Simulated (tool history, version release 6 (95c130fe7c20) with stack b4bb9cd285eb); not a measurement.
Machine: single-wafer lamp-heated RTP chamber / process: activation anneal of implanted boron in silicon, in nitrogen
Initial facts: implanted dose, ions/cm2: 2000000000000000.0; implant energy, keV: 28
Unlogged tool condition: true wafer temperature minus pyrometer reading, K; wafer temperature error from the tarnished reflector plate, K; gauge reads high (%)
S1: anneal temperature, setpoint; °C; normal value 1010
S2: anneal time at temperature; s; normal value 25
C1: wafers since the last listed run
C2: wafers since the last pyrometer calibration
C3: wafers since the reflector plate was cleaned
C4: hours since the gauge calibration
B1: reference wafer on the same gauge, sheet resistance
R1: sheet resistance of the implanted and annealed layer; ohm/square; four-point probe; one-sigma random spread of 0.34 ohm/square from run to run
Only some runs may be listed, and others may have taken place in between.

| run | hour | S1 | S2 | C1 | C2 | C3 | C4 | B1 | R1 |
|---|---|---|---|---|---|---|---|---|---|
| 1 | 0 | 1010 | 25 | 0 | 1100 | 9953 | 241.3 | 76.99 | 68.73 |
| 2 | 43.6 | 1010 | 25 | 460 | 1561 | 10414 | 284.9 | 76.96 | 68.49 |
| 3 | 138 | 1010 | 25 | 998 | 2560 | 11412 | 379.3 | 77.07 | 68.3 |
| 4 | 215.9 | 1010 | 20 | 823 | 3383 | 12236 | 457.2 | 77.05 | 68.46 |
| 5 | 279.6 | 989 | 25 | 673 | 4057 | 12909 | 520.9 | 76.97 | 72.49 |
|  | 323 | reflector plate cleaned |
| 6 | 327.5 | 1010 | 25 | 421 | 4479 | 47 | 568.8 | 76.98 | 69.47 |
|  | 352.8 | pyrometer window cleaned and pyrometer calibrated |
| 7 | 404.3 | 1010 | 25 | 727 | 544 | 774 | 645.6 | 77.04 | 70.09 |
| 8 | 474.7 | 997 | 14 | 744 | 1288 | 1519 | 716 | 77 | 74.93 |
| 9 | 527.2 | 1010 | 29 | 555 | 1843 | 2074 | 768.5 | 77.02 | 69.05 |
| 10 | 599.2 | 1023 | 25 | 761 | 2605 | 2835 | 840.5 | 77 | 67.17 |
| 11 | 638.3 | 1025 | 18 | 413 | 3018 | 3248 | 879.6 | 77.05 | 67.13 |
| 12 | 675.8 | 1028 | 21 | 396 | 3415 | 3645 | 917.1 | 77.08 | 66.07 |
| 13 | 725.2 | 981 | 18 | 522 | 3937 | 4167 | 966.5 | 76.95 | 80.21 |
|  | 726.6 | gauge calibrated |
| 14 | 800.5 | 1010 | 32 | 796 | 4733 | 4963 | 73.9 | 76.95 | 68.57 |
|  | 860.6 | pyrometer window cleaned and pyrometer calibrated |
| 15 | 968.1 | 1010 | 25 | 1687 | 1136 | 6651 | 241.5 | 77.05 | 69.05 |

Some steps in R1 between neighbouring runs. How much of each would the tool show without its hidden state too (settings, what came in, random variation), and how much is left for the hidden state, with any gauge scatter that isn't in both results?
Run 5 -> 6: S1 989 -> 1010, reflector plate cleaned. R1 -3.02 ohm/square: hidden state +3.09, all else -6.11.
Run 12 -> 13: S1 1028 -> 981, S2 21 -> 18. R1 +14.14 ohm/square: hidden state -1.49, all else +15.63.
